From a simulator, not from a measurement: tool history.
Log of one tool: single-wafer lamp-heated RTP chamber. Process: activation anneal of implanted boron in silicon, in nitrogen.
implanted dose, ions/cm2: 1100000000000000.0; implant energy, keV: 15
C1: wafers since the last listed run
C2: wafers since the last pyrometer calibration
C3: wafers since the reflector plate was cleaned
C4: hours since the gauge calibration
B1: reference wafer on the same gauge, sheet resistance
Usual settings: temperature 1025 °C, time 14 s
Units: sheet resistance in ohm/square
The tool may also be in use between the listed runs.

{"run": 1, "day": 0.0, "temperature": 1025, "time": 14, "C1": 0, "C2": 3698, "C3": 6741, "C4": 530.1, "B1": 114.84, "sheet resistance": 132.55}
{"day": 2.217, "done": "reflector plate cleaned"}
{"day": 8.021, "done": "pyrometer window cleaned and pyrometer calibrated"}
{"run": 2, "day": 8.538, "temperature": 1025, "time": 14, "C1": 4663, "C2": 307, "C3": 3548, "C4": 735.0, "B1": 115.18, "sheet resistance": 132.76}
{"run": 3, "day": 11.029, "temperature": 1025, "time": 14, "C1": 1476, "C2": 1783, "C3": 5024, "C4": 794.8, "B1": 115.21, "sheet resistance": 133.37}
{"run": 4, "day": 12.579, "temperature": 1025, "time": 14, "C1": 918, "C2": 2701, "C3": 5942, "C4": 832.0, "B1": 115.42, "sheet resistance": 133.55}
{"day": 15.729, "done": "reflector plate cleaned"}
{"run": 5, "day": 16.283, "temperature": 1025, "time": 14, "C1": 1997, "C2": 4699, "C3": 328, "C4": 920.9, "B1": 115.48, "sheet resistance": 133.11}
{"run": 6, "day": 18.412, "temperature": 1025, "time": 14, "C1": 1261, "C2": 5960, "C3": 1589, "C4": 972.0, "B1": 115.71, "sheet resistance": 132.93}
{"run": 7, "day": 22.758, "temperature": 1012, "time": 10, "C1": 2574, "C2": 8535, "C3": 4164, "C4": 1076.3, "B1": 115.71, "sheet resistance": 137.06}
{"day": 23.712, "done": "pyrometer window cleaned and pyrometer calibrated"}
{"run": 8, "day": 25.512, "temperature": 1012, "time": 10, "C1": 1434, "C2": 1065, "C3": 5598, "C4": 1142.4, "B1": 115.93, "sheet resistance": 137.55}
{"day": 27.842, "done": "reflector plate cleaned"}
{"run": 9, "day": 30.0, "temperature": 1012, "time": 10, "C1": 2461, "C2": 3527, "C3": 1279, "C4": 1250.1, "B1": 116.08, "sheet resistance": 138.02}
{"day": 32.533, "done": "gauge calibrated"}
{"run": 10, "day": 34.121, "temperature": 1025, "time": 14, "C1": 2441, "C2": 5968, "C3": 3720, "C4": 38.1, "B1": 113.94, "sheet resistance": 131.11}
{"run": 11, "day": 35.788, "temperature": 1040, "time": 7, "C1": 987, "C2": 6955, "C3": 4708, "C4": 78.1, "B1": 114.14, "sheet resistance": 130.63}
{"day": 38.921, "done": "pyrometer window cleaned and pyrometer calibrated"}
{"run": 12, "day": 38.962, "temperature": 1014, "time": 8, "C1": 1683, "C2": 23, "C3": 6391, "C4": 154.3, "B1": 114.26, "sheet resistance": 135.73}
{"day": 40.5, "done": "reflector plate cleaned"}
{"run": 13, "day": 42.5, "temperature": 998, "time": 14, "C1": 1898, "C2": 1921, "C3": 1184, "C4": 239.2, "B1": 114.35, "sheet resistance": 139.68}
{"run": 14, "day": 46.129, "temperature": 1025, "time": 14, "C1": 2150, "C2": 4072, "C3": 3334, "C4": 326.3, "B1": 114.55, "sheet resistance": 131.2}
{"run": 15, "day": 49.012, "temperature": 1025, "time": 14, "C1": 1708, "C2": 5780, "C3": 5042, "C4": 395.5, "B1": 114.62, "sheet resistance": 132.57}
{"run": 16, "day": 51.262, "temperature": 1001, "time": 11, "C1": 1333, "C2": 7113, "C3": 6376, "C4": 449.5, "B1": 114.74, "sheet resistance": 139.53}
{"run": 17, "day": 54.042, "temperature": 1025, "time": 10, "C1": 1646, "C2": 8760, "C3": 8022, "C4": 516.2, "B1": 114.82, "sheet resistance": 133.77}
{"day": 54.708, "done": "pyrometer window cleaned and pyrometer calibrated"}
{"day": 55.95, "done": "reflector plate cleaned"}
{"run": 18, "day": 57.854, "temperature": 1047, "time": 21, "C1": 1863, "C2": 1666, "C3": 1128, "C4": 607.7, "B1": 114.86, "sheet resistance": 129.07}
{"run": 19, "day": 61.112, "temperature": 1035, "time": 20, "C1": 1930, "C2": 3597, "C3": 3059, "C4": 685.9, "B1": 115.13, "sheet resistance": 130.32}
{"run": 20, "day": 65.562, "temperature": 1025, "time": 21, "C1": 2636, "C2": 6233, "C3": 5695, "C4": 792.7, "B1": 115.33, "sheet resistance": 131.87}
{"day": 67.75, "done": "pyrometer window cleaned and pyrometer calibrated"}
{"day": 68.671, "done": "reflector plate cleaned"}
{"run": 21, "day": 69.462, "temperature": 1007, "time": 19, "C1": 1915, "C2": 815, "C3": 468, "C4": 886.3, "B1": 115.51, "sheet resistance": 136.29}

Forecast each of these 3 alternatives for the next run:
{"run": "A", "day": 69.479, "temperature": 1025, "time": 17, "C1": 9, "C2": 825, "C3": 477, "C4": 886.7, "B1": "?", "sheet resistance": "?"}
{"run": "B", "day": 69.479, "temperature": 1007, "time": 14, "C1": 9, "C2": 825, "C3": 477, "C4": 886.7, "B1": "?", "sheet resistance": "?"}
{"run": "C", "day": 69.479, "temperature": 1043, "time": 17, "C1": 9, "C2": 825, "C3": 477, "C4": 886.7, "B1": "?", "sheet resistance": "?"}

run=A B1=115.51 sheet_resistance=132.95
run=B B1=115.51 sheet_resistance=137.82
run=C B1=115.51 sheet_resistance=130.55
Without the tool's hidden state the same runs would have given:
run=A sheet_resistance=131.22
run=B sheet_resistance=136.03
run=C sheet_resistance=128.86
